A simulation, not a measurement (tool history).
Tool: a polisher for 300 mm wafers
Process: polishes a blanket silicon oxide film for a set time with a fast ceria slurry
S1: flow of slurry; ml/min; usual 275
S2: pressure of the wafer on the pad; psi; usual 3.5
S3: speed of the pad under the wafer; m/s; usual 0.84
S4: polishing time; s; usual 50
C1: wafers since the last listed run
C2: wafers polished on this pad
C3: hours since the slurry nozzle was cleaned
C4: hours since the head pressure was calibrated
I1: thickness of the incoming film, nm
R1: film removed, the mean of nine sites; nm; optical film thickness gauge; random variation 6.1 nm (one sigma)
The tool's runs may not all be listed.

run	hour	S1	S2	S3	S4	C1	C2	C3	C4	I1	R1
1	0	275	3.5	0.84	50	0	1192	75	648.6	2250	812.9
# hour 20: worn pad replaced by a new one
2	20.5	275	3.5	0.84	50	278	8	95.5	669.1	2294.4	827
3	31.4	275	3.5	0.84	50	183	192	106.4	680	2253.2	837.4
4	45.1	275	3.9	0.84	50	231	423	120.1	693.7	2282.4	919.3
5	61.5	275	3.5	0.84	45	276	700	136.5	710.1	2302.3	734.4
6	84.1	275	3.5	1.02	50	381	1081	159.1	732.7	2261.4	920.2
7	90.2	275	3.5	0.84	50	102	1184	165.2	738.8	2265.7	775.7
# hour 104: worn pad replaced by a new one
8	104.5	275	3.5	0.84	50	173	8	179.5	753.1	2262.5	821.6
9	119.3	275	3.5	0.84	50	249	258	194.3	767.9	2314.4	828.6
10	136.2	275	3.5	0.84	50	285	543	211.2	784.8	2277.8	812.1
# hour 148.2: head pressure recalibrated
11	171.7	275	3.5	0.84	50	565	1108	246.7	23.5	2293.5	888.7
# hour 184.8: worn pad replaced by a new one
12	185.3	275	3.5	0.84	50	161	7	260.3	37.1	2324.6	919.1
13	197.4	275	3.3	0.6	50	204	211	272.4	49.2	2303.5	674.4
14	205.3	275	3.3	0.6	50	133	345	280.3	57.1	2310.9	660.3
15	221.7	275	3.3	0.6	50	276	621	296.7	73.5	2313.1	660.7
16	233.7	275	3.5	1	50	202	824	308.7	85.5	2284.9	1047.8
17	248.5	275	3.3	0.6	50	249	1073	323.5	100.3	2288	635.3
18	254.9	275	3.5	0.84	50	107	1181	329.9	106.7	2271.8	882.3
# hour 266.1: worn pad replaced by a new one
19	270.3	275	3.5	0.74	50	192	70	345.3	122.1	2326.1	837.5
20	282.9	275	4.1	0.84	50	212	283	357.9	134.7	2262.9	1092.9
21	292.5	275	3.5	0.84	50	161	445	367.5	144.3	2288.5	925.1
22	307.3	220	3.5	0.54	50	249	695	382.3	159.1	2308.7	628.2
23	318.2	275	4.2	0.84	50	183	878	393.2	170	2315.7	1081.2
24	325.2	275	2.5	0.72	68	118	996	400.2	177	2330.8	771.8
# hour 328.9: slurry nozzle cleaned
# hour 345.7: worn pad replaced by a new one
25	362.2	275	3.5	0.84	50	539	278	33.3	214	2271.1	923
26	377.4	230	3.9	0.72	58	256	534	48.5	229.2	2307	1015.4
27	388.2	230	3.1	1.04	57	182	716	59.3	240	2303.2	1071.5
28	404.7	310	3.5	0.84	39	278	994	75.8	256.5	2275	707
29	411.9	275	3.5	0.72	50	121	1116	83	263.7	2314.6	780.7
30	421.9	275	3.5	0.84	50	168	1285	93	273.7	2252.9	871.2
31	433.1	275	4	1.12	50	188	1474	104.2	284.9	2325.1	1243.8

Predict each of these 5 candidate next runs independently; none follows another, all start after run 31:
A	433.5	275	3.5	0.84	50	6	1480	104.6	285.3	2287.7	?
B	433.5	275	3.5	0.94	64	6	1480	104.6	285.3	2287.7	?
C	433.5	275	3.5	0.64	50	6	1480	104.6	285.3	2287.7	?
D	433.5	275	2.7	0.92	50	6	1480	104.6	285.3	2287.7	?
E	433.5	275	3.5	0.98	50	6	1480	104.6	285.3	2287.7	?

run	R1
A	846.4
B	1189.2
C	681
D	704.9
E	962.1
Had the tool no hidden state, the same runs would have come out as:
run	R1
A	926.4
B	1301.6
C	745.3
D	771.5
E	1053.1
